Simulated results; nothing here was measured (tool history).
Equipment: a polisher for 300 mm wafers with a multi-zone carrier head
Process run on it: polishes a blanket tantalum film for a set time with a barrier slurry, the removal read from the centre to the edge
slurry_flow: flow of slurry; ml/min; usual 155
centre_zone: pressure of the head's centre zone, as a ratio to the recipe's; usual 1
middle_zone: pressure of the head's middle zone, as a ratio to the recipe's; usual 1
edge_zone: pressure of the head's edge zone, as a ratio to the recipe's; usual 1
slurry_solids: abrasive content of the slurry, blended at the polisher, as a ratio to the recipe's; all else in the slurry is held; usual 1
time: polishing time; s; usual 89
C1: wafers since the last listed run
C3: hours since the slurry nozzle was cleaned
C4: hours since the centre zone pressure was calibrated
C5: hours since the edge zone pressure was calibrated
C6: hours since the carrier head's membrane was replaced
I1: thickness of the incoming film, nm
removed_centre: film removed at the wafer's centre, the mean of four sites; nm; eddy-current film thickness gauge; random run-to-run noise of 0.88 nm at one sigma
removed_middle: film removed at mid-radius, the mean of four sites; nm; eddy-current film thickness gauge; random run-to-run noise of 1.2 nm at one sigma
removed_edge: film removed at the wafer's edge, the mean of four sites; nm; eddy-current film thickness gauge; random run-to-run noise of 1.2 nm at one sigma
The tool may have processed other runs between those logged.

run 1 hour=0 | slurry_flow=155 centre_zone=1 middle_zone=1 edge_zone=1 slurry_solids=1 time=89 | C1=0 wafers_polished_on_this_pad=633 C3=394.8 C4=1010.8 C5=1285.6 C6=1933.9 | I1=328 | removed_centre=126 removed_middle=128.9 removed_edge=129.3
-- hour=19 worn pad replaced by a new one
run 2 hour=52.2 | slurry_flow=155 centre_zone=1 middle_zone=1 edge_zone=1 slurry_solids=1 time=89 | C1=309 wafers_polished_on_this_pad=213 C3=447 C4=1063 C5=1337.8 C6=1986.1 | I1=325.8 | removed_centre=126.5 removed_middle=130.5 removed_edge=128.6
run 3 hour=85.5 | slurry_flow=155 centre_zone=1 middle_zone=1 edge_zone=1 slurry_solids=1 time=89 | C1=213 wafers_polished_on_this_pad=427 C3=480.3 C4=1096.3 C5=1371.1 C6=2019.4 | I1=330.4 | removed_centre=127.1 removed_middle=127.3 removed_edge=130.8
run 4 hour=116.1 | slurry_flow=155 centre_zone=1 middle_zone=1 edge_zone=1 slurry_solids=1 time=89 | C1=196 wafers_polished_on_this_pad=624 C3=510.9 C4=1126.9 C5=1401.7 C6=2050 | I1=328.3 | removed_centre=127.3 removed_middle=127 removed_edge=129.5
-- hour=137.2 worn pad replaced by a new one
run 5 hour=187 | slurry_flow=155 centre_zone=1 middle_zone=1 edge_zone=0.96 slurry_solids=1 time=89 | C1=429 wafers_polished_on_this_pad=319 C3=581.8 C4=1197.8 C5=1472.6 C6=2120.9 | I1=330.9 | removed_centre=127.1 removed_middle=128.4 removed_edge=127.4
-- hour=196.9 centre zone pressure recalibrated
-- hour=225.5 slurry nozzle cleaned
run 6 hour=243.9 | slurry_flow=155 centre_zone=1 middle_zone=1 edge_zone=0.96 slurry_solids=1 time=89 | C1=346 wafers_polished_on_this_pad=666 C3=18.4 C4=47 C5=1529.5 C6=2177.8 | I1=336.7 | removed_centre=127.5 removed_middle=129.6 removed_edge=127.6
-- hour=251.9 carrier head's membrane replaced by a new one
-- hour=283.8 worn pad replaced by a new one
run 7 hour=284.3 | slurry_flow=155 centre_zone=1 middle_zone=1 edge_zone=0.96 slurry_solids=1 time=89 | C1=201 wafers_polished_on_this_pad=2 C3=58.8 C4=87.4 C5=1569.9 C6=32.4 | I1=322.9 | removed_centre=127.9 removed_middle=127 removed_edge=124.7
run 8 hour=326.3 | slurry_flow=155 centre_zone=1.04 middle_zone=1 edge_zone=1 slurry_solids=0.85 time=89 | C1=269 wafers_polished_on_this_pad=272 C3=100.8 C4=129.4 C5=1611.9 C6=74.4 | I1=326.4 | removed_centre=123.3 removed_middle=119.2 removed_edge=120.1
-- hour=376.5 edge zone pressure recalibrated
run 9 hour=379.9 | slurry_flow=155 centre_zone=1 middle_zone=1 edge_zone=1 slurry_solids=1 time=89 | C1=331 wafers_polished_on_this_pad=604 C3=154.4 C4=183 C5=3.4 C6=128 | I1=331 | removed_centre=126.5 removed_middle=131 removed_edge=131.1
run 10 hour=407 | slurry_flow=100 centre_zone=1 middle_zone=1 edge_zone=1 slurry_solids=1 time=89 | C1=174 wafers_polished_on_this_pad=778 C3=181.5 C4=210.1 C5=30.5 C6=155.1 | I1=333.6 | removed_centre=113.6 removed_middle=115.5 removed_edge=119.2
-- hour=417.5 worn pad replaced by a new one
run 11 hour=477.7 | slurry_flow=155 centre_zone=1 middle_zone=1 edge_zone=1.04 slurry_solids=1 time=106 | C1=428 wafers_polished_on_this_pad=386 C3=252.2 C4=280.8 C5=101.2 C6=225.8 | I1=331.4 | removed_centre=150.3 removed_middle=151.4 removed_edge=157.1
run 12 hour=534.6 | slurry_flow=155 centre_zone=1 middle_zone=0.94 edge_zone=1 slurry_solids=0.75 time=89 | C1=365 wafers_polished_on_this_pad=752 C3=309.1 C4=337.7 C5=158.1 C6=282.7 | I1=330.7 | removed_centre=109.2 removed_middle=107.9 removed_edge=111.2
-- hour=545.1 worn pad replaced by a new one
run 13 hour=585.8 | slurry_flow=200 centre_zone=1.06 middle_zone=1 edge_zone=0.91 slurry_solids=1 time=116 | C1=303 wafers_polished_on_this_pad=261 C3=360.3 C4=388.9 C5=209.3 C6=333.9 | I1=327.6 | removed_centre=185.1 removed_middle=174.5 removed_edge=169.1
run 14 hour=614.9 | slurry_flow=130 centre_zone=1 middle_zone=1 edge_zone=1 slurry_solids=1 time=106 | C1=186 wafers_polished_on_this_pad=448 C3=389.4 C4=418 C5=238.4 C6=363 | I1=330.9 | removed_centre=145.7 removed_middle=147.6 removed_edge=146.9
run 15 hour=643.5 | slurry_flow=155 centre_zone=1 middle_zone=1 edge_zone=1 slurry_solids=1 time=89 | C1=183 wafers_polished_on_this_pad=632 C3=418 C4=446.6 C5=267 C6=391.6 | I1=328 | removed_centre=127.7 removed_middle=129.6 removed_edge=127.4

Give the tool's hidden conditions for every run:
removal rate lost through wear of the pad, %: 0 across all the runs
slurry flow missing at the pad, %: 0 across all the runs
deviation of the centre zone's pressure from its setpoint, %: 0 across all the runs
deviation of the edge zone's pressure from its setpoint, %: 0 across all the runs
